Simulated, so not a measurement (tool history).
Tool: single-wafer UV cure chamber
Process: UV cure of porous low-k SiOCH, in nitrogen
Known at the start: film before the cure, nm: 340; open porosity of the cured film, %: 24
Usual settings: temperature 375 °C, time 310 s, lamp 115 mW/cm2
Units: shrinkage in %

run   hour  temperature  time  lamp  shrinkage
  1      0          375   435    83     13.996
      18.8  -- quartz window cleaned
  2   34.8          375   435    83     13.381
  3   51.7          375   435    83     13.601
  4   84.8          375   310    94     12.491
  5  118.2          375   310    94     12.395
  6  133.3          375   310    94     12.463
  7  155.8          383   310   115      13.33
  8  175.7          383   310   115     13.334
  9  208.2          370   260   115     12.353
 10  236.6          370   260   115     12.513
     257.6  -- quartz window cleaned
 11  266.3          370   260   115     11.969
 12  289.5          375   310   115     12.908
 13  309.6          375   310   115      12.98
     335.1  -- UV bulbs replaced
 14  345.4          388   410   136     17.261
 15  381.2          375   240   115     13.519
 16  411.2          375   310   115     15.334
 17  435.5          375   155   115      11.61
 18  470.1          361   470    88     15.584
 19  509.1          375   415    86      15.29
 20  536.8          362   170   115     11.791
 21  554.1          375   310   115     14.792
     562.8  -- quartz window cleaned
 22  569.7          384   310    92     13.895
 23  585.1          375   310   149     16.434
 24  617.6          360   130    98       9.61
 25  644.1          375   355   136     16.463
 26  667.6          375   310   115     14.993

5 ways to go on from here, each from the tool as it stands after run 26. What would each give?
  A   668          375   310    95          ?
  B   668          375   475   115          ?
  C   668          382   310   115          ?
  D   668          359   415    88          ?
  E   668          393   310   115          ?

run  shrinkage
  A     14.121
  B     17.402
  C     15.272
  D      14.89
  E     15.505
Without the tool's hidden state the same runs would have given:
run  shrinkage
  A     14.197
  B      17.48
  C     15.349
  D     14.966
  E     15.582
